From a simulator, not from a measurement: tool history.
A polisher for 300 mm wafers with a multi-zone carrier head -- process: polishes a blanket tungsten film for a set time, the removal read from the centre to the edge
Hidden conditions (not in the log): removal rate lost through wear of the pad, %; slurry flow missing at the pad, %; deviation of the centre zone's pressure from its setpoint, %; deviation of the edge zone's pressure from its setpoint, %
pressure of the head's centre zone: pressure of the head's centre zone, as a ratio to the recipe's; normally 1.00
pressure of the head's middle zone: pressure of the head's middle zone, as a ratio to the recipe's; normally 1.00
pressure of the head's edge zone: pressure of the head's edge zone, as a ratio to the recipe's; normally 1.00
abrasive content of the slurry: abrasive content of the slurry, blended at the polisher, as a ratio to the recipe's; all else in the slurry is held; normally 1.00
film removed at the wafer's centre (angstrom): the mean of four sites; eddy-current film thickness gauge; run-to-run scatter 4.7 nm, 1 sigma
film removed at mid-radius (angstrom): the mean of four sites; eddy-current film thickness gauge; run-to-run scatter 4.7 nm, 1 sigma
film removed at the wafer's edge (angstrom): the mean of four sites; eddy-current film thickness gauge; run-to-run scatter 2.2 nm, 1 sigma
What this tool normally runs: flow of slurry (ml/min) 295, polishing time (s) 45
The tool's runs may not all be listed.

| run | hour | flow of slurry (ml/min) | pressure of the head's centre zone | pressure of the head's middle zone | pressure of the head's edge zone | abrasive content of the slurry | polishing time (s) | wafers since the last listed run | wafers polished on this pad | hours since the slurry nozzle was cleaned | hours since the centre zone pressure was calibrated | hours since the edge zone pressure was calibrated | hours since the carrier head's membrane was replaced | incoming thickness of the incoming film, nm | film removed at the wafer's centre (angstrom) | film removed at mid-radius (angstrom) | film removed at the wafer's edge (angstrom) |
|---|---|---|---|---|---|---|---|---|---|---|---|---|---|---|---|---|---|
| 1 | 0.0 | 295 | 0.96 | 1.00 | 1.00 | 1.00 | 45 | 0 | 119 | 896.6 | 431.9 | 14.4 | 16.1 | 1269.1 | 2880 | 3225 | 3211 |
| 2 | 17.6 | 295 | 1.00 | 1.00 | 1.00 | 1.00 | 45 | 261 | 381 | 914.2 | 449.5 | 32.0 | 33.7 | 1297.8 | 3014 | 3135 | 3213 |
| 3 | 34.3 | 295 | 1.00 | 1.00 | 1.00 | 1.00 | 45 | 247 | 629 | 930.9 | 466.2 | 48.7 | 50.4 | 1300.0 | 3111 | 3268 | 3210 |
|  | 36.3 | slurry nozzle cleaned |
| 4 | 42.2 | 295 | 1.00 | 1.00 | 1.00 | 1.00 | 41 | 102 | 731 | 5.9 | 474.1 | 56.6 | 58.3 | 1289.4 | 2867 | 3053 | 2964 |
| 5 | 57.9 | 295 | 1.04 | 1.00 | 1.00 | 1.00 | 45 | 233 | 964 | 21.6 | 489.8 | 72.3 | 74.0 | 1301.5 | 3125 | 3136 | 3233 |
| 6 | 74.8 | 295 | 1.00 | 1.00 | 1.09 | 1.00 | 45 | 250 | 1215 | 38.5 | 506.7 | 89.2 | 90.9 | 1291.0 | 3079 | 3277 | 3412 |
|  | 80.1 | centre zone pressure recalibrated |
| 7 | 85.3 | 220 | 0.97 | 0.89 | 1.00 | 1.00 | 45 | 126 | 1341 | 49.0 | 5.2 | 99.7 | 101.4 | 1269.7 | 3099 | 2834 | 3155 |
|  | 96.4 | worn pad replaced by a new one |
| 8 | 106.5 | 295 | 1.05 | 1.10 | 1.00 | 0.75 | 45 | 255 | 149 | 70.2 | 26.4 | 120.9 | 122.6 | 1263.9 | 3210 | 3107 | 2919 |
| 9 | 123.0 | 190 | 1.00 | 0.89 | 1.00 | 1.00 | 57 | 244 | 394 | 86.7 | 42.9 | 137.4 | 139.1 | 1263.1 | 4079 | 3509 | 3912 |
| 10 | 132.5 | 295 | 1.00 | 1.00 | 1.00 | 1.00 | 45 | 141 | 535 | 96.2 | 52.4 | 146.9 | 148.6 | 1271.7 | 3444 | 3263 | 3224 |
| 11 | 181.1 | 295 | 1.00 | 1.00 | 1.00 | 1.00 | 45 | 721 | 1257 | 144.8 | 101.0 | 195.5 | 197.2 | 1299.8 | 3247 | 3272 | 3225 |
|  | 197.4 | worn pad replaced by a new one |
| 12 | 198.1 | 295 | 1.00 | 1.00 | 1.12 | 1.00 | 45 | 193 | 9 | 161.8 | 118.0 | 212.5 | 214.2 | 1302.2 | 3277 | 3242 | 3426 |
| 13 | 208.1 | 295 | 1.00 | 1.00 | 1.00 | 1.00 | 45 | 148 | 158 | 171.8 | 128.0 | 222.5 | 224.2 | 1281.1 | 3234 | 3282 | 3263 |
| 14 | 215.9 | 295 | 1.00 | 1.06 | 1.00 | 1.00 | 45 | 115 | 273 | 179.6 | 135.8 | 230.3 | 232.0 | 1316.4 | 3280 | 3438 | 3221 |
| 15 | 232.9 | 295 | 1.00 | 1.00 | 1.00 | 1.00 | 45 | 252 | 526 | 196.6 | 152.8 | 247.3 | 249.0 | 1290.4 | 3309 | 3248 | 3226 |
| 16 | 243.5 | 330 | 1.00 | 1.00 | 1.00 | 1.00 | 45 | 157 | 683 | 207.2 | 163.4 | 257.9 | 259.6 | 1299.0 | 3334 | 3260 | 3280 |
| 17 | 258.9 | 205 | 1.00 | 1.05 | 1.03 | 1.00 | 39 | 228 | 912 | 222.6 | 178.8 | 273.3 | 275.0 | 1282.9 | 2715 | 2817 | 2746 |
| 18 | 267.0 | 250 | 1.00 | 1.10 | 1.00 | 0.90 | 61 | 120 | 1032 | 230.7 | 186.9 | 281.4 | 283.1 | 1290.3 | 4189 | 4480 | 4146 |
| 19 | 276.1 | 295 | 1.00 | 1.00 | 1.00 | 1.00 | 58 | 135 | 1167 | 239.8 | 196.0 | 290.5 | 292.2 | 1286.1 | 4304 | 4158 | 4142 |
|  | 287.7 | worn pad replaced by a new one |
| 20 | 288.2 | 265 | 1.00 | 1.07 | 1.00 | 1.00 | 45 | 120 | 7 | 251.9 | 208.1 | 302.6 | 304.3 | 1292.0 | 3222 | 3371 | 3215 |
| 21 | 305.2 | 295 | 1.00 | 0.91 | 1.00 | 1.00 | 59 | 252 | 259 | 268.9 | 225.1 | 319.6 | 321.3 | 1302.9 | 4261 | 3915 | 4244 |

5 options for the next run, each taken on its own from the tool as it stands now. Forecast them:
| A | 305.6 | 295 | 1.00 | 1.00 | 1.00 | 1.00 | 45 | 5 | 265 | 269.3 | 225.5 | 320.0 | 321.7 | 1291.8 | ? | ? | ? |
| B | 305.6 | 295 | 1.00 | 1.00 | 1.00 | 1.00 | 29 | 5 | 265 | 269.3 | 225.5 | 320.0 | 321.7 | 1291.8 | ? | ? | ? |
| C | 305.6 | 215 | 1.06 | 1.00 | 1.00 | 1.00 | 45 | 5 | 265 | 269.3 | 225.5 | 320.0 | 321.7 | 1291.8 | ? | ? | ? |
| D | 305.6 | 295 | 0.89 | 1.11 | 1.11 | 1.00 | 45 | 5 | 265 | 269.3 | 225.5 | 320.0 | 321.7 | 1291.8 | ? | ? | ? |
| E | 305.6 | 295 | 1.00 | 1.05 | 1.00 | 1.00 | 45 | 5 | 265 | 269.3 | 225.5 | 320.0 | 321.7 | 1291.8 | ? | ? | ? |

| run | film removed at the wafer's centre (angstrom) | film removed at mid-radius (angstrom) | film removed at the wafer's edge (angstrom) |
|---|---|---|---|
| A | 3224 | 3240 | 3210 |
| B | 2078 | 2088 | 2068 |
| C | 3258 | 3107 | 3111 |
| D | 2881 | 3527 | 3375 |
| E | 3225 | 3370 | 3207 |
With the hidden condition removed and each run's random variation left untouched, the same runs would have given:
| run | film removed at the wafer's centre (angstrom) | film removed at mid-radius (angstrom) | film removed at the wafer's edge (angstrom) |
|---|---|---|---|
| A | 3332 | 3239 | 3210 |
| B | 2147 | 2088 | 2068 |
| C | 3367 | 3106 | 3111 |
| D | 2979 | 3527 | 3375 |
| E | 3333 | 3369 | 3207 |
